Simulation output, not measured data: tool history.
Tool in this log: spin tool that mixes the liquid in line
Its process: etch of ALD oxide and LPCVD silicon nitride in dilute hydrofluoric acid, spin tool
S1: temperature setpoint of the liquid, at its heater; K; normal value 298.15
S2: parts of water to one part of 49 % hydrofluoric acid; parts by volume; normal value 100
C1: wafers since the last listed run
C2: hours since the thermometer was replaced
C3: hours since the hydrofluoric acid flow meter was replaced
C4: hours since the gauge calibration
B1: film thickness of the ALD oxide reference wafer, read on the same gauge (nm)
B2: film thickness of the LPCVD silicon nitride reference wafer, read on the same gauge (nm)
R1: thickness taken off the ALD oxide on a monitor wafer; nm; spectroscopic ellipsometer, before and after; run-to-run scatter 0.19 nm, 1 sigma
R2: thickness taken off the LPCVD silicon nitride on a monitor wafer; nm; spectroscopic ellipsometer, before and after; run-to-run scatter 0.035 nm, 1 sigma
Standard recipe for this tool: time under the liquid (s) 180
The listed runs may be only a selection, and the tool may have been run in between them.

Run 1, hour 0.0: usual settings but time under the liquid (s) 235; C1 0; C2 525.1; C3 56.2; C4 1164.9; B1 30.02; B2 80.016. Result: R1 27.13 nm, R2 1.183 nm.
Run 2, hour 107.4: usual settings; C1 818; C2 632.5; C3 163.6; C4 1272.3; B1 30.02; B2 80.013. Result: R1 21.63 nm, R2 1.003 nm.
Run 3, hour 200.8: usual settings; C1 711; C2 725.9; C3 257.0; C4 1365.7; B1 29.99; B2 79.985. Result: R1 21.84 nm, R2 0.961 nm.
Run 4, hour 279.0: usual settings; C1 595; C2 804.1; C3 335.2; C4 1443.9; B1 29.99; B2 80.006. Result: R1 21.48 nm, R2 0.901 nm.
At hour 326.3: hydrofluoric acid flow meter replaced.
Run 5, hour 380.4: usual settings but S2 60 parts by volume; C1 764; C2 905.5; C3 54.1; C4 1545.3; B1 29.97; B2 80.022. Result: R1 36.40 nm, R2 1.373 nm.
Run 6, hour 427.7: usual settings but S2 60 parts by volume; C1 360; C2 952.8; C3 101.4; C4 1592.6; B1 30.01; B2 79.972. Result: R1 37.48 nm, R2 1.412 nm.
Run 7, hour 506.7: usual settings but S2 60 parts by volume; C1 601; C2 1031.8; C3 180.4; C4 1671.6; B1 30.02; B2 79.981. Result: R1 37.06 nm, R2 1.601 nm.
At hour 521.3: gauge calibrated.
Run 8, hour 641.2: usual settings; C1 1024; C2 1166.3; C3 314.9; C4 119.9; B1 30.00; B2 80.000. Result: R1 22.22 nm, R2 0.935 nm.
At hour 727.7: hydrofluoric acid flow meter replaced.
Run 9, hour 737.8: usual settings; C1 728; C2 1262.9; C3 10.1; C4 216.5; B1 30.02; B2 79.988. Result: R1 20.56 nm, R2 0.898 nm.
Run 10, hour 791.7: usual settings; C1 410; C2 1316.8; C3 64.0; C4 270.4; B1 29.99; B2 80.015. Result: R1 21.18 nm, R2 0.851 nm.
Run 11, hour 881.8: usual settings but S1 301.15 K, S2 75 parts by volume, time under the liquid (s) 215; C1 686; C2 1406.9; C3 154.1; C4 360.5; B1 30.01; B2 80.043. Result: R1 39.76 nm, R2 1.867 nm.
Run 12, hour 979.8: usual settings but S1 301.15 K, S2 75 parts by volume, time under the liquid (s) 215; C1 746; C2 1504.9; C3 252.1; C4 458.5; B1 30.04; B2 80.011. Result: R1 40.01 nm, R2 1.749 nm.
Run 13, hour 1071.0: usual settings but S1 295.65 K, S2 145 parts by volume; C1 694; C2 1596.1; C3 343.3; C4 549.7; B1 30.01; B2 80.018. Result: R1 12.85 nm, R2 0.590 nm.
Run 14, hour 1120.1: usual settings but S1 303.15 K; C1 373; C2 1645.2; C3 392.4; C4 598.8; B1 30.05; B2 79.973. Result: R1 27.34 nm, R2 1.237 nm.
At hour 1140.9: thermometer replaced.
At hour 1155.8: hydrofluoric acid flow meter replaced.
Run 15, hour 1215.2: usual settings but S1 300.65 K, S2 85 parts by volume; C1 709; C2 74.3; C3 59.4; C4 693.9; B1 30.00; B2 79.963. Result: R1 27.62 nm, R2 1.244 nm.
Run 16, hour 1280.6: usual settings but S2 150 parts by volume, time under the liquid (s) 75; C1 498; C2 139.7; C3 124.8; C4 759.3; B1 29.99; B2 80.015. Result: R1 5.53 nm, R2 0.259 nm.
Run 17, hour 1353.5: usual settings; C1 555; C2 212.6; C3 197.7; C4 832.2; B1 29.98; B2 80.004. Result: R1 21.65 nm, R2 0.929 nm.
Run 18, hour 1401.4: usual settings but time under the liquid (s) 125; C1 364; C2 260.5; C3 245.6; C4 880.1; B1 30.01; B2 80.006. Result: R1 15.39 nm, R2 0.633 nm.
Run 19, hour 1467.0: usual settings but S1 300.65 K, S2 125 parts by volume, time under the liquid (s) 115; C1 499; C2 326.1; C3 311.2; C4 945.7; B1 30.01; B2 79.997. Result: R1 12.09 nm, R2 0.599 nm.

Predict each of these 5 candidate next runs independently; none follows another, all start after run 19:
Run A, hour 1467.5: usual settings; C1 3; C2 326.6; C3 311.7; C4 946.2; B1 ?; B2 ?. Result: R1 ?, R2 ?.
Run B, hour 1467.5: usual settings but S1 296.15 K, S2 140 parts by volume, time under the liquid (s) 105; C1 3; C2 326.6; C3 311.7; C4 946.2; B1 ?; B2 ?. Result: R1 ?, R2 ?.
Run C, hour 1467.5: usual settings but S2 55 parts by volume, time under the liquid (s) 230; C1 3; C2 326.6; C3 311.7; C4 946.2; B1 ?; B2 ?. Result: R1 ?, R2 ?.
Run D, hour 1467.5: usual settings but S1 294.15 K, S2 135 parts by volume, time under the liquid (s) 280; C1 3; C2 326.6; C3 311.7; C4 946.2; B1 ?; B2 ?. Result: R1 ?, R2 ?.
Run E, hour 1467.5: usual settings but S1 296.15 K, time under the liquid (s) 105; C1 3; C2 326.6; C3 311.7; C4 946.2; B1 ?; B2 ?. Result: R1 ?, R2 ?.

run     B1      B2     R1     R2
  A  29.98  80.013  22.36  0.902
  B  29.98  80.013   8.23  0.331
  C  29.98  80.013  54.93  2.078
  D  29.98  80.013  21.14  0.801
  E  29.98  80.013  12.05  0.461
Take away the tool's hidden state, keep each run's random variation, and the runs would have read:
run     R1     R2
  A  21.00  0.853
  B   7.71  0.313
  C  51.73  1.967
  D  19.83  0.759
  E  11.31  0.436

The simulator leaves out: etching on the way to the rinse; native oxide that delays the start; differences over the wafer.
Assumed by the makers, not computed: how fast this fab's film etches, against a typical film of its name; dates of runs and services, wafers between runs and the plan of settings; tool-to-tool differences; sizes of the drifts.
